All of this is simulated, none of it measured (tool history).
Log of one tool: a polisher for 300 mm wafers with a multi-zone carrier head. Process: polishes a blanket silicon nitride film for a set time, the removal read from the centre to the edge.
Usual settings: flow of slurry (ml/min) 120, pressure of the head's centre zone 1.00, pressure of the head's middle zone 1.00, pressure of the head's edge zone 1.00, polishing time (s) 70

run     day  flow of slurry (ml/min)  pressure of the head's centre zone  pressure of the head's middle zone  pressure of the head's edge zone  polishing time (s)  incoming thickness of the incoming film, nm  film removed at the wafer's centre (angstrom)  film removed at mid-radius (angstrom)  film removed at the wafer's edge (angstrom)
  1   0.000                      120                                1.00                                1.00                              1.00                  70                                        755.5                                           1863                                   1893                                         1919
  2   1.179                      120                                1.00                                1.05                              1.00                  70                                        754.9                                           1929                                   2024                                         1978
      2.650  -- worn pad replaced by a new one
  3   2.871                      120                                1.00                                1.05                              1.00                  70                                        775.1                                           1902                                   2013                                         1871
  4   4.121                      120                                1.00                                1.00                              1.00                  70                                        763.3                                           1912                                   1943                                         1956
  5   6.917                      120                                1.00                                1.00                              1.00                  70                                        761.7                                           1856                                   1948                                         1929
  6  13.025                      120                                1.00                                1.00                              1.00                  70                                        751.6                                           1820                                   1934                                         1985
     13.362  -- carrier head's membrane replaced by a new one
     13.962  -- worn pad replaced by a new one
  7  15.104                      120                                1.00                                1.00                              1.00                  70                                        768.9                                           1798                                   1930                                         1934
  8  17.054                      120                                1.00                                1.00                              1.00                  70                                        755.9                                           1786                                   1918                                         1888
     18.496  -- centre zone pressure recalibrated
     19.012  -- slurry nozzle cleaned
  9  21.042                      120                                1.00                                1.00                              1.00                  70                                        776.2                                           2086                                   1898                                         1966
 10  23.262                      150                                1.09                                1.00                              0.93                  89                                        764.7                                           3003                                   2447                                         2517
 11  25.333                      120                                0.97                                1.07                              1.00                  70                                        764.5                                           1981                                   2023                                         1947
     25.942  -- edge zone pressure recalibrated
 12  27.800                      120                                1.11                                0.93                              1.09                  59                                        748.4                                           1889                                   1556                                         1732
     28.358  -- worn pad replaced by a new one
     28.404  -- centre zone pressure recalibrated, repeated, since the last time left the tool worse
 13  30.238                      120                                0.90                                1.00                              1.00                  92                                        746.8                                           2233                                   2534                                         2544
 14  31.633                       90                                0.94                                1.00                              1.00                  57                                        760.1                                           1365                                   1517                                         1548
 15  32.954                      155                                0.89                                1.00                              1.00                  70                                        754.0                                           1716                                   1935                                         1998
 16  34.633                      120                                1.00                                1.00                              1.00                  70                                        766.2                                           1854                                   1965                                         1930
 17  36.821                      120                                1.00                                1.00                              1.00                  70                                        756.3                                           1828                                   1957                                         1912
 18  38.633                      160                                1.00                                1.00                              0.92                  70                                        756.0                                           1915                                   2035                                         1901
     40.162  -- worn pad replaced by a new one
 19  40.183                      120                                1.00                                1.00                              1.00                  70                                        767.8                                           1842                                   1964                                         1954
     41.888  -- carrier head's membrane replaced by a new one
 20  45.021                      150                                1.09                                0.97                              1.00                  70                                        751.3                                           2021                                   1947                                         1985
 21  46.425                      120                                1.00                                1.00                              1.12                  46                                        753.2                                           1177                                   1242                                         1330
     48.088  -- slurry nozzle cleaned
 22  48.725                      120                                1.00                                1.03                              1.00                  70                                        769.7                                           1762                                   1962                                         1890
     49.688  -- centre zone pressure recalibrated
     53.408  -- worn pad replaced by a new one
 23  57.475                      105                                0.92                                1.00                              1.09                  48                                        762.6                                           1128                                   1294                                         1385

Branching from run 23: 3 alternative next runs. What would each branch give?
  A  57.492                      120                                1.00                                1.00                              1.00                  70                                        751.0                                              ?                                      ?                                            ?
  B  57.492                      120                                1.10                                1.00                              1.09                  70                                        751.0                                              ?                                      ?                                            ?
  C  57.492                      120                                1.00                                0.96                              1.00                  59                                        751.0                                              ?                                      ?                                            ?

run  film removed at the wafer's centre (angstrom)  film removed at mid-radius (angstrom)  film removed at the wafer's edge (angstrom)
  A                                           1871                                   1934                                         1909
  B                                           2060                                   1932                                         1992
  C                                           1577                                   1575                                         1610
What these runs would have given with no unlogged condition in the tool:
run  film removed at the wafer's centre (angstrom)  film removed at mid-radius (angstrom)  film removed at the wafer's edge (angstrom)
  A                                           1918                                   1933                                         1909
  B                                           2112                                   1932                                         1992
  C                                           1616                                   1574                                         1610

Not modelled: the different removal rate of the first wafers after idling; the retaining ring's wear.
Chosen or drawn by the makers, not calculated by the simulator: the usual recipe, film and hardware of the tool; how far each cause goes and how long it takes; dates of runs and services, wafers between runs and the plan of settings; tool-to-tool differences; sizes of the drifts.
